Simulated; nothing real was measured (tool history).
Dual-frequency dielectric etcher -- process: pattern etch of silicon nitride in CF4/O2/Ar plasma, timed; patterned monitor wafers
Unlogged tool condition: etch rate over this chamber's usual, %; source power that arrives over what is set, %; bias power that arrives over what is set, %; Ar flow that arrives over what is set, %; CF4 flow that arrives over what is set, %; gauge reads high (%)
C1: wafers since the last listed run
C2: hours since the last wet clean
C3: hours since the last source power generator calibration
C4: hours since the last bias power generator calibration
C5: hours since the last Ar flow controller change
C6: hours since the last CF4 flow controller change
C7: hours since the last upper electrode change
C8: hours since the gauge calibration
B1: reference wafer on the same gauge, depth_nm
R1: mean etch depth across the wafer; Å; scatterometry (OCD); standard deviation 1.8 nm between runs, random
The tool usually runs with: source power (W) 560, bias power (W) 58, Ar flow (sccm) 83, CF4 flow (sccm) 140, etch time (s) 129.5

Run 1, hour 0: usual settings; C1 0; C2 1.1; C3 616.1; C4 24.2; C5 1750; C6 4459.2; C7 362; C8 85.1; B1 265.1. Result: R1 2921 Å.
At hour 36.5: CF4 flow controller replaced.
Run 2, hour 38.2: usual settings; C1 394; C2 39.3; C3 654.3; C4 62.4; C5 1788.2; C6 1.7; C7 400.2; C8 123.3; B1 265.7. Result: R1 2952 Å.
Run 3, hour 87.3: usual settings; C1 601; C2 88.4; C3 703.4; C4 111.5; C5 1837.3; C6 50.8; C7 449.3; C8 172.4; B1 264.8. Result: R1 2914 Å.
Run 4, hour 168.7: usual settings; C1 997; C2 169.8; C3 784.8; C4 192.9; C5 1918.7; C6 132.2; C7 530.7; C8 253.8; B1 265.3. Result: R1 2922 Å.
Run 5, hour 238.6: usual settings; C1 856; C2 239.7; C3 854.7; C4 262.8; C5 1988.6; C6 202.1; C7 600.6; C8 323.7; B1 265.1. Result: R1 2946 Å.
At hour 345.6: Ar flow controller replaced.
Run 6, hour 346.1: usual settings but Ar flow (sccm) 93, etch time (s) 108; C1 1243; C2 347.2; C3 962.2; C4 370.3; C5 0.5; C6 309.6; C7 708.1; C8 431.2; B1 265.1. Result: R1 2419 Å.
Run 7, hour 402.7: usual settings but bias power (W) 48, CF4 flow (sccm) 152, etch time (s) 92; C1 693; C2 403.8; C3 1018.8; C4 426.9; C5 57.1; C6 366.2; C7 764.7; C8 487.8; B1 264.9. Result: R1 1893 Å.
Run 8, hour 448.9: usual settings but source power (W) 420, bias power (W) 53, CF4 flow (sccm) 158, etch time (s) 95.5; C1 565; C2 450; C3 1065; C4 473.1; C5 103.3; C6 412.4; C7 810.9; C8 534; B1 264.8. Result: R1 1509 Å.
Run 9, hour 549.5: usual settings; C1 1232; C2 550.6; C3 1165.6; C4 573.7; C5 203.9; C6 513; C7 911.5; C8 634.6; B1 264. Result: R1 2932 Å.
At hour 605.4: wet clean of the chamber.
Run 10, hour 622.5: usual settings; C1 600; C2 17.1; C3 1238.6; C4 646.7; C5 276.9; C6 586; C7 984.5; C8 707.6; B1 264.2. Result: R1 2908 Å.
Run 11, hour 723.1: usual settings but bias power (W) 68, Ar flow (sccm) 73; C1 1232; C2 117.7; C3 1339.2; C4 747.3; C5 377.5; C6 686.6; C7 1085.1; C8 808.2; B1 263.3. Result: R1 3245 Å.
Run 12, hour 794.3: usual settings; C1 872; C2 188.9; C3 1410.4; C4 818.5; C5 448.7; C6 757.8; C7 1156.3; C8 879.4; B1 263.2. Result: R1 2917 Å.
At hour 850.8: source power generator calibrated.
Run 13, hour 851.3: usual settings but source power (W) 490, bias power (W) 44; C1 649; C2 245.9; C3 0.5; C4 875.5; C5 505.7; C6 814.8; C7 1213.3; C8 936.4; B1 263.1. Result: R1 2120 Å.
Run 14, hour 916.5: usual settings but bias power (W) 67; C1 798; C2 311.1; C3 65.7; C4 940.7; C5 570.9; C6 880; C7 1278.5; C8 1001.6; B1 263. Result: R1 3185 Å.
Run 15, hour 1018.7: usual settings but source power (W) 420, Ar flow (sccm) 75, CF4 flow (sccm) 126, etch time (s) 111; C1 1252; C2 413.3; C3 167.9; C4 1042.9; C5 673.1; C6 982.2; C7 1380.7; C8 1103.8; B1 262.3. Result: R1 1813 Å.
At hour 1087: wet clean of the chamber.
Run 16, hour 1087.5: usual settings; C1 548; C2 0.5; C3 236.7; C4 1111.7; C5 741.9; C6 1051; C7 1449.5; C8 1172.6; B1 261.9. Result: R1 2910 Å.
Run 17, hour 1111.7: usual settings but source power (W) 500, bias power (W) 51, CF4 flow (sccm) 113, etch time (s) 98; C1 296; C2 24.7; C3 260.9; C4 1135.9; C5 766.1; C6 1075.2; C7 1473.7; C8 1196.8; B1 261.2. Result: R1 1771 Å.
Run 18, hour 1194.3: usual settings but bias power (W) 62, etch time (s) 103.5; C1 1011; C2 107.3; C3 343.5; C4 1218.5; C5 848.7; C6 1157.8; C7 1556.3; C8 1279.4; B1 261.1. Result: R1 2419 Å.
Run 19, hour 1253.9: usual settings but source power (W) 500, CF4 flow (sccm) 169, etch time (s) 93; C1 730; C2 166.9; C3 403.1; C4 1278.1; C5 908.3; C6 1217.4; C7 1615.9; C8 1339; B1 260.5. Result: R1 1866 Å.
Run 20, hour 1340.8: usual settings; C1 1064; C2 253.8; C3 490; C4 1365; C5 995.2; C6 1304.3; C7 1702.8; C8 1425.9; B1 260.4. Result: R1 2846 Å.
Run 21, hour 1393.3: usual settings but etch time (s) 110.5; C1 643; C2 306.3; C3 542.5; C4 1417.5; C5 1047.7; C6 1356.8; C7 1755.3; C8 1478.4; B1 259.5. Result: R1 2434 Å.
Run 22, hour 1446.7: usual settings but Ar flow (sccm) 99; C1 654; C2 359.7; C3 595.9; C4 1470.9; C5 1101.1; C6 1410.2; C7 1808.7; C8 1531.8; B1 259.6. Result: R1 2797 Å.

The tool's hidden state at each run:
etch rate over this chamber's usual, %: 0 across all the runs
source power that arrives over what is set, %: 0 across all the runs
bias power that arrives over what is set, %: 0 across all the runs
Ar flow that arrives over what is set, %: 0 across all the runs
CF4 flow that arrives over what is set, %: 0 across all the runs
H1: gauge reads high (%)
run      H1
  1  -0.626
  2  -0.634
  3  -0.648
  4  -0.682
  5  -0.721
  6    -0.8
  7   -0.85
  8  -0.896
  9   -1.01
 10   -1.11
 11   -1.25
 12   -1.37
 13   -1.47
 14   -1.59
 15    -1.8
 16   -1.95
 17   -2.01
 18   -2.21
 19   -2.36
 20   -2.59
 21   -2.74
 22    -2.9
